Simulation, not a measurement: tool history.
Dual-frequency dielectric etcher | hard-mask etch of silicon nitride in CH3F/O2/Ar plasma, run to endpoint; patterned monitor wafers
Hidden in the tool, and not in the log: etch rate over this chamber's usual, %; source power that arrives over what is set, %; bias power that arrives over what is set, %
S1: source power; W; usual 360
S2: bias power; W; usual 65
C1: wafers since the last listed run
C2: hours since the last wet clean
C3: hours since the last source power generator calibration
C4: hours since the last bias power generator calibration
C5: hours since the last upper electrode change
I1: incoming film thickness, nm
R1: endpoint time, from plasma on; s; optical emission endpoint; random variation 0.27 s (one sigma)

| run | day | S1 | S2 | C1 | C2 | C3 | C4 | C5 | I1 | R1 |
|---|---|---|---|---|---|---|---|---|---|---|
| 1 | 0 | 310 | 65 | 0 | 323.5 | 2278.7 | 2798.6 | 2955.9 | 44.05 | 66.7 |
| 2 | 0.662 | 310 | 65 | 236 | 339.4 | 2294.6 | 2814.5 | 2971.8 | 43.66 | 66.3 |
| 3 | 1.175 | 360 | 65 | 182 | 351.7 | 2306.9 | 2826.8 | 2984.1 | 43.79 | 60.2 |
| 4 | 1.496 | 360 | 65 | 114 | 359.4 | 2314.6 | 2834.5 | 2991.8 | 43.99 | 60.4 |
| 5 | 2.092 | 360 | 65 | 212 | 373.7 | 2328.9 | 2848.8 | 3006.1 | 44.04 | 60.7 |
| 6 | 2.646 | 360 | 65 | 197 | 387 | 2342.2 | 2862.1 | 3019.4 | 43.68 | 60 |
| 7 | 3.054 | 310 | 70 | 145 | 396.8 | 2352 | 2871.9 | 3029.2 | 43.69 | 63.9 |
| 8 | 3.662 | 310 | 70 | 217 | 411.4 | 2366.6 | 2886.5 | 3043.8 | 43.75 | 63.3 |
| 9 | 4.008 | 390 | 65 | 123 | 419.7 | 2374.9 | 2894.8 | 3052.1 | 43.94 | 57.6 |
| 10 | 4.371 | 390 | 65 | 129 | 428.4 | 2383.6 | 2903.5 | 3060.8 | 43.2 | 56.2 |
|  | 5.112 | source power generator calibrated |
| 11 | 5.133 | 270 | 58 | 212 | 446.7 | 0.5 | 2921.8 | 3079.1 | 42.96 | 73.1 |
| 12 | 5.833 | 360 | 65 | 249 | 463.5 | 17.3 | 2938.6 | 3095.9 | 44 | 59.8 |
|  | 7.062 | wet clean of the chamber |
|  | 7.304 | bias power generator calibrated |
|  | 7.517 | upper electrode replaced |
| 13 | 7.538 | 310 | 75 | 115 | 11.4 | 58.2 | 5.6 | 0.5 | 44 | 64.9 |

The next listed run, before its measurement:
| 14 | 7.554 | 440 | 58 | 5 | 11.8 | 58.6 | 6 | 0.9 | 44.31 | ? |

{"run 14": {"R1": 58.7}}
Without the tool's hidden state the same run would have given R1 58.4 s.
